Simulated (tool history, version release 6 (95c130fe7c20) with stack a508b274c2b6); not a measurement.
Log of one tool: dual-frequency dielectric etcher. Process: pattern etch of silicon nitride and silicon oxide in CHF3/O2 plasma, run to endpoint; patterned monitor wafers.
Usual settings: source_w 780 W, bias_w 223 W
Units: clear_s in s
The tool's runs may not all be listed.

| run | hour | source_w | bias_w | wafers since the last listed run | hours since the last wet clean | hours since the last source power generator calibration | hours since the last bias power generator calibration | hours since the last upper electrode change | incoming incoming film thickness, nm | clear_s |
|---|---|---|---|---|---|---|---|---|---|---|
| 1 | 0.0 | 780 | 223 | 0 | 11.6 | 2252.4 | 2554.6 | 4198.2 | 206.0 | 105.0 |
| 2 | 12.4 | 780 | 223 | 114 | 24.0 | 2264.8 | 2567.0 | 4210.6 | 200.6 | 102.4 |
| 3 | 45.4 | 780 | 189 | 304 | 57.0 | 2297.8 | 2600.0 | 4243.6 | 205.6 | 110.5 |
| 4 | 59.6 | 780 | 189 | 131 | 71.2 | 2312.0 | 2614.2 | 4257.8 | 204.2 | 106.4 |
| 5 | 78.4 | 780 | 189 | 173 | 90.0 | 2330.8 | 2633.0 | 4276.6 | 206.7 | 110.8 |
| 6 | 107.3 | 780 | 223 | 266 | 118.9 | 2359.7 | 2661.9 | 4305.5 | 204.9 | 105.1 |
| 7 | 119.8 | 780 | 223 | 115 | 131.4 | 2372.2 | 2674.4 | 4318.0 | 205.4 | 105.8 |
| 8 | 143.3 | 780 | 223 | 217 | 154.9 | 2395.7 | 2697.9 | 4341.5 | 204.2 | 104.2 |
| 9 | 169.2 | 780 | 223 | 239 | 180.8 | 2421.6 | 2723.8 | 4367.4 | 203.5 | 105.7 |
| 10 | 183.0 | 900 | 195 | 127 | 194.6 | 2435.4 | 2737.6 | 4381.2 | 205.6 | 105.6 |
| 11 | 215.2 | 900 | 195 | 297 | 226.8 | 2467.6 | 2769.8 | 4413.4 | 202.9 | 104.5 |
| 12 | 247.0 | 900 | 279 | 293 | 258.6 | 2499.4 | 2801.6 | 4445.2 | 202.9 | 96.0 |
|  | 287.9 | upper electrode replaced |
| 13 | 328.0 | 780 | 173 | 526 | 339.6 | 2580.4 | 2882.6 | 40.1 | 204.1 | 113.5 |
| 14 | 346.2 | 780 | 223 | 168 | 357.8 | 2598.6 | 2900.8 | 58.3 | 204.6 | 108.1 |
| 15 | 379.2 | 780 | 172 | 304 | 390.8 | 2631.6 | 2933.8 | 91.3 | 205.2 | 114.3 |
|  | 384.9 | bias power generator calibrated |
|  | 409.7 | wet clean of the chamber |
| 16 | 410.2 | 600 | 242 | 27 | 0.5 | 2662.6 | 25.3 | 122.3 | 202.5 | 108.7 |
|  | 417.8 | source power generator calibrated |
| 17 | 419.7 | 780 | 223 | 50 | 10.0 | 1.9 | 34.8 | 131.8 | 204.4 | 103.9 |
| 18 | 452.9 | 920 | 223 | 306 | 43.2 | 35.1 | 68.0 | 165.0 | 205.2 | 100.6 |
| 19 | 470.2 | 880 | 187 | 159 | 60.5 | 52.4 | 85.3 | 182.3 | 203.9 | 104.8 |
| 20 | 491.9 | 780 | 223 | 200 | 82.2 | 74.1 | 107.0 | 204.0 | 204.4 | 103.2 |
| 21 | 514.8 | 780 | 223 | 211 | 105.1 | 97.0 | 129.9 | 226.9 | 202.8 | 103.3 |
| 22 | 540.3 | 600 | 223 | 235 | 130.6 | 122.5 | 155.4 | 252.4 | 204.9 | 115.0 |

Forecast each of these 5 alternatives for the next run:
| A | 540.8 | 780 | 223 | 4 | 131.1 | 123.0 | 155.9 | 252.9 | 203.5 | ? |
| B | 540.8 | 700 | 172 | 4 | 131.1 | 123.0 | 155.9 | 252.9 | 203.5 | ? |
| C | 540.8 | 960 | 223 | 4 | 131.1 | 123.0 | 155.9 | 252.9 | 203.5 | ? |
| D | 540.8 | 650 | 278 | 4 | 131.1 | 123.0 | 155.9 | 252.9 | 203.5 | ? |
| E | 540.8 | 670 | 200 | 4 | 131.1 | 123.0 | 155.9 | 252.9 | 203.5 | ? |

| run | clear_s |
|---|---|
| A | 105.1 |
| B | 114.3 |
| C | 98.7 |
| D | 105.6 |
| E | 112.4 |
Without the tool's hidden state the same runs would have given:
| run | clear_s |
|---|---|
| A | 103.5 |
| B | 112.4 |
| C | 97.1 |
| D | 103.9 |
| E | 110.6 |
